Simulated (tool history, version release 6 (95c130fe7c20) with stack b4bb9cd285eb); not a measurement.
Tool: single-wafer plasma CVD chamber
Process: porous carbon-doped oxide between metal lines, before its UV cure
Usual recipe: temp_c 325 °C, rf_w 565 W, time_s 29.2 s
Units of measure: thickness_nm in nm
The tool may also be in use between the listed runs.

run     day  temp_c  rf_w  time_s  read-back reference wafer on the same gauge, thickness_nm  thickness_nm
  1   0.000     325   565    29.2                                                    127.048       140.597
  2   0.775     325   565    29.2                                                    127.024       141.210
  3   2.021     325   565    29.2                                                    126.945       140.288
  4   2.962     330   565    29.2                                                    127.016       137.423
  5   3.517     317   515    29.2                                                    126.933       140.723
  6   4.133     317   515    29.2                                                    127.031       140.196
  7   4.917     317   515    29.2                                                    126.982       140.710
  8   5.429     318   630    29.2                                                    127.028       152.554
  9   6.871     318   630    29.2                                                    127.060       152.044
 10   8.246     318   630    29.2                                                    126.990       151.320
      8.525  -- gauge calibrated
     10.217  -- showerhead replaced
     10.429  -- thermocouple changed; heater temperature recalibrated
 11  10.450     325   565    29.2                                                    126.974       138.156
     10.850  -- RF generator calibrated
 12  10.871     325   505    34.2                                                    127.019       153.022
 13  11.275     325   565    24.0                                                    127.006       113.962
 14  12.721     337   610    25.3                                                    127.004       117.881
 15  13.879     334   655    29.2                                                    126.967       141.051
     14.858  -- thermocouple changed; heater temperature recalibrated, repeated, since the last time left the tool worse
 16  17.983     325   480    24.9                                                    126.956       113.644
 17  18.721     325   565    29.2                                                    127.051       142.354
 18  19.233     336   490    27.0                                                    126.990       118.728
 19  20.208     325   565    29.2                                                    126.989       142.317
 20  21.183     325   565    32.8                                                    126.985       159.435
 21  21.754     332   565    29.2                                                    126.978       137.695
 22  22.483     318   620    34.4                                                    126.976       178.772
 23  23.721     325   620    31.5                                                    126.956       158.849

3 options for the next run, each taken on its own from the tool as it stands now. Forecast them:
  A  23.738     325   565    29.2                                                          ?             ?
  B  23.738     325   455    29.2                                                          ?             ?
  C  23.738     313   470    26.7                                                          ?             ?

run  read-back reference wafer on the same gauge, thickness_nm  thickness_nm
  A                                                    126.977       142.126
  B                                                    126.977       130.160
  C                                                    126.977       128.148
Without the tool's hidden state the same runs would have given:
run  thickness_nm
  A       142.713
  B       130.697
  C       128.712
